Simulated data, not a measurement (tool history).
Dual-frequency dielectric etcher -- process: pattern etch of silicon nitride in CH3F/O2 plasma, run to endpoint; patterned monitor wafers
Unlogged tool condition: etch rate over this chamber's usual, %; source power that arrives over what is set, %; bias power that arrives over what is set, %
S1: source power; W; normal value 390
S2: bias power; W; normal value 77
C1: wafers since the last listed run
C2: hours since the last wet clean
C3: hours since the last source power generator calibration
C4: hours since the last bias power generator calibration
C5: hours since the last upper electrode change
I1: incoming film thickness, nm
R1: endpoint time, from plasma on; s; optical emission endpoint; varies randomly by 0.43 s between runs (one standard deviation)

run   hour   S1  S2   C1     C2      C3      C4      C5    I1    R1
  1    0.0  390  77    0  277.3  3995.6  3352.6  4874.9  69.3  70.8
  2    9.0  390  77   44  286.3  4004.6  3361.6  4883.9  68.6  69.7
  3   16.7  390  77   37  294.0  4012.3  3369.3  4891.6  68.2  69.6
  4   31.0  390  77   70  308.3  4026.6  3383.6  4905.9  69.1  69.9
  5   44.6  390  66   66  321.9  4040.2  3397.2  4919.5  68.7  73.7
  6   61.8  390  66   84  339.1  4057.4  3414.4  4936.7  68.5  73.5
      93.5  -- wet clean of the chamber
  7   94.0  370  77   40    0.5  4089.6  3446.6  4968.9  68.4  75.1
  8   94.4  390  77    1    0.9  4090.0  3447.0  4969.3  68.8  72.8
  9   97.2  390  69   13    3.7  4092.8  3449.8  4972.1  68.3  75.6
 10  106.9  390  69   47   13.4  4102.5  3459.5  4981.8  68.6  75.8
     123.9  -- bias power generator calibrated
     125.1  -- source power generator calibrated
 11  125.6  390  69   65   32.1     0.5     1.7  5000.5  68.8  74.8
 12  143.6  390  77   88   50.1    18.5    19.7  5018.5  69.2  73.1
 13  157.0  390  77   65   63.5    31.9    33.1  5031.9  68.9  72.6
     182.8  -- upper electrode replaced
 14  183.3  300  58   11   89.8    58.2    59.4     0.5  68.8  96.8
 15  183.7  470  60    1   90.2    58.6    59.8     0.9  68.9  70.7
 16  185.3  430  88    7   91.8    60.2    61.4     2.5  69.4  65.5
 17  195.8  310  61   51  102.3    70.7    71.9    13.0  68.6  91.9
 18  207.5  390  77   57  114.0    82.4    83.6    24.7  69.2  71.4
 19  214.3  480  77   33  120.8    89.2    90.4    31.5  68.3  63.0
 20  225.7  470  90   56  132.2   100.6   101.8    42.9  68.8  60.6
 21  248.8  390  88  113  155.3   123.7   124.9    66.0  68.8  68.7
 22  263.6  310  86   72  170.1   138.5   139.7    80.8  68.4  79.2
 23  272.9  300  63   45  179.4   147.8   149.0    90.1  69.0  91.7
 24  279.6  450  86   32  186.1   154.5   155.7    96.8  69.2  63.4
 25  290.0  390  77   51  196.5   164.9   166.1   107.2  68.9  71.9
 26  301.8  390  77   58  208.3   176.7   177.9   119.0  68.6  70.9
 27  311.4  390  71   47  217.9   186.3   187.5   128.6  68.7  73.5

Below are 4 alternative next runs, each starting from the tool's condition after run 27. Predict each:
  A  311.9  300  77   2  218.4  186.8  188.0  129.1  68.8   ?
  B  311.9  430  69   2  218.4  186.8  188.0  129.1  68.8   ?
  C  311.9  440  68   2  218.4  186.8  188.0  129.1  68.8   ?
  D  311.9  320  95   2  218.4  186.8  188.0  129.1  68.8   ?

run    R1
  A  85.4
  B  71.0
  C  70.4
  D  74.8
The same runs, with their run-to-run variation unchanged, on a tool lacking any hidden condition would have given:
run    R1
  A  87.5
  B  72.7
  C  72.1
  D  76.6

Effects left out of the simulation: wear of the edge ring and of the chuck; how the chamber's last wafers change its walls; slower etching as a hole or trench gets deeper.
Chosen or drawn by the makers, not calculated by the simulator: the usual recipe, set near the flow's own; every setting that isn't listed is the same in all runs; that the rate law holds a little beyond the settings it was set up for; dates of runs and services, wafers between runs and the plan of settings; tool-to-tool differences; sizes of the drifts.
